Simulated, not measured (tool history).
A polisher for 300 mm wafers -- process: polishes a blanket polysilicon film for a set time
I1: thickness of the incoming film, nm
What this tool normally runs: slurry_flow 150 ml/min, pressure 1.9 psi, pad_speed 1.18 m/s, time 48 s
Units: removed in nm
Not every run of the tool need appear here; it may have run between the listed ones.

{"run": 1, "hour": 0.0, "slurry_flow": 150, "pressure": 1.9, "pad_speed": 1.06, "time": 48, "I1": 983.9, "removed": 293.9}
{"run": 2, "hour": 90.5, "slurry_flow": 150, "pressure": 1.9, "pad_speed": 1.18, "time": 53, "I1": 999.5, "removed": 350.2}
{"hour": 111.3, "done": "worn pad replaced by a new one"}
{"run": 3, "hour": 163.8, "slurry_flow": 115, "pressure": 1.9, "pad_speed": 1.18, "time": 48, "I1": 963.7, "removed": 326.5}
{"hour": 181.4, "done": "slurry nozzle cleaned"}
{"run": 4, "hour": 245.5, "slurry_flow": 115, "pressure": 1.9, "pad_speed": 1.18, "time": 48, "I1": 973.8, "removed": 320.6}
{"run": 5, "hour": 491.3, "slurry_flow": 115, "pressure": 1.9, "pad_speed": 1.18, "time": 48, "I1": 978.7, "removed": 303.8}
{"hour": 531.5, "done": "worn pad replaced by a new one"}
{"run": 6, "hour": 564.4, "slurry_flow": 150, "pressure": 1.9, "pad_speed": 1.18, "time": 43, "I1": 981.3, "removed": 311.9}
{"run": 7, "hour": 628.4, "slurry_flow": 150, "pressure": 1.9, "pad_speed": 1.18, "time": 48, "I1": 980.2, "removed": 346.0}
{"run": 8, "hour": 708.7, "slurry_flow": 150, "pressure": 1.9, "pad_speed": 1.18, "time": 48, "I1": 985.3, "removed": 340.0}
{"hour": 794.5, "done": "slurry nozzle cleaned"}
{"run": 9, "hour": 815.0, "slurry_flow": 150, "pressure": 1.5, "pad_speed": 1.18, "time": 48, "I1": 981.0, "removed": 259.1}
{"hour": 849.3, "done": "head pressure recalibrated"}
{"run": 10, "hour": 863.6, "slurry_flow": 150, "pressure": 1.5, "pad_speed": 1.18, "time": 48, "I1": 974.1, "removed": 261.9}
{"run": 11, "hour": 963.2, "slurry_flow": 150, "pressure": 1.9, "pad_speed": 1.18, "time": 48, "I1": 990.5, "removed": 310.9}
{"hour": 1021.5, "done": "worn pad replaced by a new one"}
{"run": 12, "hour": 1043.5, "slurry_flow": 150, "pressure": 1.9, "pad_speed": 1.18, "time": 48, "I1": 980.7, "removed": 351.5}
{"run": 13, "hour": 1146.0, "slurry_flow": 150, "pressure": 1.9, "pad_speed": 1.18, "time": 48, "I1": 980.4, "removed": 346.9}
{"run": 14, "hour": 1234.9, "slurry_flow": 190, "pressure": 2.6, "pad_speed": 0.96, "time": 31, "I1": 977.7, "removed": 260.9}
{"run": 15, "hour": 1273.0, "slurry_flow": 150, "pressure": 1.9, "pad_speed": 1.18, "time": 48, "I1": 983.6, "removed": 334.8}
{"run": 16, "hour": 1377.8, "slurry_flow": 135, "pressure": 1.9, "pad_speed": 1.18, "time": 48, "I1": 977.4, "removed": 321.8}
{"hour": 1433.7, "done": "slurry nozzle cleaned"}
{"run": 17, "hour": 1438.1, "slurry_flow": 165, "pressure": 1.9, "pad_speed": 0.78, "time": 48, "I1": 987.7, "removed": 222.2}
{"hour": 1465.2, "done": "worn pad replaced by a new one"}
{"run": 18, "hour": 1713.1, "slurry_flow": 125, "pressure": 1.9, "pad_speed": 1.18, "time": 48, "I1": 986.4, "removed": 324.7}
{"run": 19, "hour": 1791.0, "slurry_flow": 150, "pressure": 1.9, "pad_speed": 1.18, "time": 48, "I1": 987.1, "removed": 325.0}
{"run": 20, "hour": 1920.0, "slurry_flow": 180, "pressure": 2.4, "pad_speed": 0.8, "time": 43, "I1": 985.6, "removed": 252.5}
{"hour": 2014.2, "done": "worn pad replaced by a new one"}
{"run": 21, "hour": 2021.5, "slurry_flow": 165, "pressure": 1.5, "pad_speed": 1.32, "time": 65, "I1": 963.1, "removed": 438.6}
{"run": 22, "hour": 2078.0, "slurry_flow": 150, "pressure": 1.3, "pad_speed": 1.18, "time": 48, "I1": 971.4, "removed": 241.8}
{"run": 23, "hour": 2172.1, "slurry_flow": 170, "pressure": 1.9, "pad_speed": 1.18, "time": 48, "I1": 983.4, "removed": 348.5}
{"hour": 2196.6, "done": "head pressure recalibrated"}
{"hour": 2222.3, "done": "slurry nozzle cleaned"}
{"run": 24, "hour": 2289.8, "slurry_flow": 150, "pressure": 2.1, "pad_speed": 1.3, "time": 48, "I1": 964.1, "removed": 401.1}
{"run": 25, "hour": 2378.4, "slurry_flow": 175, "pressure": 1.4, "pad_speed": 1.06, "time": 62, "I1": 974.5, "removed": 288.6}
{"hour": 2455.1, "done": "worn pad replaced by a new one"}
{"run": 26, "hour": 2467.0, "slurry_flow": 150, "pressure": 1.9, "pad_speed": 1.18, "time": 48, "I1": 984.9, "removed": 358.6}

Exercise: give the hidden state of the tool at every run:
slurry flow missing at the pad, %: 0 on each run
deviation of the head's pressure from its setpoint, %: 0 on each run
H1: removal rate lost through wear of the pad, %
run=1 H1=9.4
run=2 H1=11.6
run=3 H1=2.63
run=4 H1=4.62
run=5 H1=10.6
run=6 H1=1.58
run=7 H1=3.14
run=8 H1=5.09
run=9 H1=7.68
run=10 H1=8.86
run=11 H1=11.3
run=12 H1=1.12
run=13 H1=3.61
run=14 H1=5.77
run=15 H1=6.7
run=16 H1=9.25
run=17 H1=10.7
run=18 H1=7.62
run=19 H1=9.51
run=20 H1=12.7
run=21 H1=1.37
run=22 H1=2.75
run=23 H1=5.04
run=24 H1=7.9
run=25 H1=10.1
run=26 H1=1.19

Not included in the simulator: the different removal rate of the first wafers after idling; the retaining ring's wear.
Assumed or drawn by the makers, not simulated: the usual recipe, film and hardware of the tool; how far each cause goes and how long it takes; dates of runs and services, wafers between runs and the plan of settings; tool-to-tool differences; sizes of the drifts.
